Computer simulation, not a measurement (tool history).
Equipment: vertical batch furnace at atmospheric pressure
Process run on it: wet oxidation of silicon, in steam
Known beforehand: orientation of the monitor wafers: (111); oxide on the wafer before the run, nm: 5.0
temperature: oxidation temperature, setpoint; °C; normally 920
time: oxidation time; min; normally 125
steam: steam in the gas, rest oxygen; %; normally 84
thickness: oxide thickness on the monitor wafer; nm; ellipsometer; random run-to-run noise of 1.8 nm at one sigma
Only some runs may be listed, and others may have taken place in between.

run,day,temperature,time,steam,wafers since the last listed run,hours since the last temperature calibration,hours since the steam generator was serviced,hours since the gauge calibration,"read-back reference wafer on the same gauge, thickness",thickness
1,0,927,125,84,0,2566.9,3546.8,92.7,438.98,480.68
2,0.85,908,125,84,127,2587.3,3567.2,113.1,439.28,413.36
3,1.904,908,125,84,157,2612.6,3592.5,138.4,438.57,414.35
4,2.908,920,86,84,150,2636.7,3616.6,162.5,439.16,349.92
# day 4.212: thermocouples replaced and temperature profile calibrated
5,4.233,920,86,84,48,0.5,3648.4,194.3,438.51,350.99
6,4.792,920,86,84,83,13.9,3661.8,207.7,438.93,348.36
# day 5.025: gauge calibrated
# day 6.1: steam generator serviced
7,6.121,920,154,84,49,45.8,0.5,26.3,438.94,525.6
8,6.383,909,125,95,39,52.1,6.8,32.6,439.36,455.08
9,7.088,920,125,91,105,69,23.7,49.5,438.59,481.86
10,7.75,909,125,95,99,84.9,39.6,65.4,439.22,457.09
11,8.771,938,125,74,152,109.4,64.1,89.9,439.15,476.9
12,9.321,906,147,80,82,122.6,77.3,103.1,439.13,440.58
13,10.2,911,75.5,92,131,143.7,98.4,124.2,438.7,313.4
# day 12.346: gauge calibrated
14,12.35,900,125,84,321,195.3,150,0.1,439.63,381.67

For each run, what was the tool's unlogged condition?
true tube temperature minus thermocouple reading, K: 0 across all the runs
steam share off its setpoint, % of the setpoint: 0 across all the runs
gauge reads high (%): 0 across all the runs
